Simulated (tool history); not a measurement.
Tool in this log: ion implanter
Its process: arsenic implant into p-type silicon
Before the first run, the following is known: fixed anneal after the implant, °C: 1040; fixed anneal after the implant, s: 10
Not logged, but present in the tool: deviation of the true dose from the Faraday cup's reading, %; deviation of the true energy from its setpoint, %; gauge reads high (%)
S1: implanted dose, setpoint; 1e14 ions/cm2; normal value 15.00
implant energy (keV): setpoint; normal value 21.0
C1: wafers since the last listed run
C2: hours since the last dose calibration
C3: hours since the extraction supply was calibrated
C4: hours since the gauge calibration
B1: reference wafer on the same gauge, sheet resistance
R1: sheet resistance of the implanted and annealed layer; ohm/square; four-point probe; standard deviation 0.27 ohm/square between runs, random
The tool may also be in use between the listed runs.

run 1 hour=0.0 | S1=15.00 implant_energy_(keV)=17.0 | C1=0 C2=110.1 C3=3781.7 C4=471.3 | B1=99.09 | R1=115.56
run 2 hour=63.2 | S1=15.00 implant_energy_(keV)=22.5 | C1=778 C2=173.3 C3=3844.9 C4=534.5 | B1=98.98 | R1=108.05
run 3 hour=170.5 | S1=15.00 implant_energy_(keV)=22.5 | C1=1321 C2=280.6 C3=3952.2 C4=641.8 | B1=98.96 | R1=107.40
run 4 hour=267.5 | S1=15.00 implant_energy_(keV)=22.5 | C1=1194 C2=377.6 C3=4049.2 C4=738.8 | B1=98.90 | R1=107.44
run 5 hour=354.2 | S1=11.62 implant_energy_(keV)=21.0 | C1=1067 C2=464.3 C3=4135.9 C4=825.5 | B1=98.97 | R1=122.82
run 6 hour=458.0 | S1=11.62 implant_energy_(keV)=21.0 | C1=1278 C2=568.1 C3=4239.7 C4=929.3 | B1=99.06 | R1=122.15
run 7 hour=522.2 | S1=15.00 implant_energy_(keV)=21.0 | C1=790 C2=632.3 C3=4303.9 C4=993.5 | B1=99.00 | R1=110.04
run 8 hour=563.0 | S1=15.00 implant_energy_(keV)=21.0 | C1=502 C2=673.1 C3=4344.7 C4=1034.3 | B1=98.91 | R1=110.29
run 9 hour=608.7 | S1=15.00 implant_energy_(keV)=21.0 | C1=562 C2=718.8 C3=4390.4 C4=1080.0 | B1=98.88 | R1=110.33
run 10 hour=715.8 | S1=15.00 implant_energy_(keV)=23.5 | C1=1318 C2=825.9 C3=4497.5 C4=1187.1 | B1=99.04 | R1=106.81
run 11 hour=797.4 | S1=15.00 implant_energy_(keV)=23.5 | C1=1004 C2=907.5 C3=4579.1 C4=1268.7 | B1=98.95 | R1=106.66
run 12 hour=868.9 | S1=15.00 implant_energy_(keV)=23.5 | C1=880 C2=979.0 C3=4650.6 C4=1340.2 | B1=98.88 | R1=106.85
run 13 hour=963.1 | S1=15.00 implant_energy_(keV)=21.0 | C1=1159 C2=1073.2 C3=4744.8 C4=1434.4 | B1=98.97 | R1=110.67
run 14 hour=1003.4 | S1=15.00 implant_energy_(keV)=21.0 | C1=496 C2=1113.5 C3=4785.1 C4=1474.7 | B1=98.92 | R1=110.14
run 15 hour=1084.8 | S1=15.00 implant_energy_(keV)=22.5 | C1=1002 C2=1194.9 C3=4866.5 C4=1556.1 | B1=98.97 | R1=108.31
run 16 hour=1121.9 | S1=18.94 implant_energy_(keV)=27.0 | C1=456 C2=1232.0 C3=4903.6 C4=1593.2 | B1=98.91 | R1=94.89
-- hour=1141.8 extraction supply calibrated
run 17 hour=1193.5 | S1=11.72 implant_energy_(keV)=15.0 | C1=783 C2=1303.6 C3=51.7 C4=1664.8 | B1=98.93 | R1=131.74
run 18 hour=1274.4 | S1=15.00 implant_energy_(keV)=21.0 | C1=996 C2=1384.5 C3=132.6 C4=1745.7 | B1=98.96 | R1=110.60
run 19 hour=1379.5 | S1=15.00 implant_energy_(keV)=21.0 | C1=1294 C2=1489.6 C3=237.7 C4=1850.8 | B1=98.92 | R1=111.09
run 20 hour=1468.0 | S1=13.12 implant_energy_(keV)=26.5 | C1=1089 C2=1578.1 C3=326.2 C4=1939.3 | B1=99.12 | R1=110.49
run 21 hour=1515.7 | S1=12.66 implant_energy_(keV)=24.5 | C1=587 C2=1625.8 C3=373.9 C4=1987.0 | B1=98.99 | R1=114.71
run 22 hour=1556.4 | S1=15.00 implant_energy_(keV)=17.5 | C1=501 C2=1666.5 C3=414.6 C4=2027.7 | B1=98.96 | R1=116.10
-- hour=1620.1 gauge calibrated
run 23 hour=1636.9 | S1=17.49 implant_energy_(keV)=15.5 | C1=991 C2=1747.0 C3=495.1 C4=16.8 | B1=98.83 | R1=114.26
-- hour=1708.1 Faraday cup replaced and dose calibrated
run 24 hour=1710.7 | S1=13.18 implant_energy_(keV)=24.5 | C1=810 C2=2.6 C3=568.9 C4=90.6 | B1=99.11 | R1=110.78
run 25 hour=1760.7 | S1=11.98 implant_energy_(keV)=27.0 | C1=615 C2=52.6 C3=618.9 C4=140.6 | B1=98.96 | R1=113.67
run 26 hour=1815.3 | S1=18.64 implant_energy_(keV)=23.5 | C1=672 C2=107.2 C3=673.5 C4=195.2 | B1=99.04 | R1=99.05

Run 27 has not been measured yet. What should we expect?
run 27 hour=1917.9 | S1=13.76 implant_energy_(keV)=23.0 | C1=1263 C2=209.8 C3=776.1 C4=297.8 | B1=? | R1=?

Run 27 produced B1 99.02, R1 110.59 ohm/square.
If the tool had no hidden condition, the same run with the same run-to-run variation would have returned R1 110.44 ohm/square.

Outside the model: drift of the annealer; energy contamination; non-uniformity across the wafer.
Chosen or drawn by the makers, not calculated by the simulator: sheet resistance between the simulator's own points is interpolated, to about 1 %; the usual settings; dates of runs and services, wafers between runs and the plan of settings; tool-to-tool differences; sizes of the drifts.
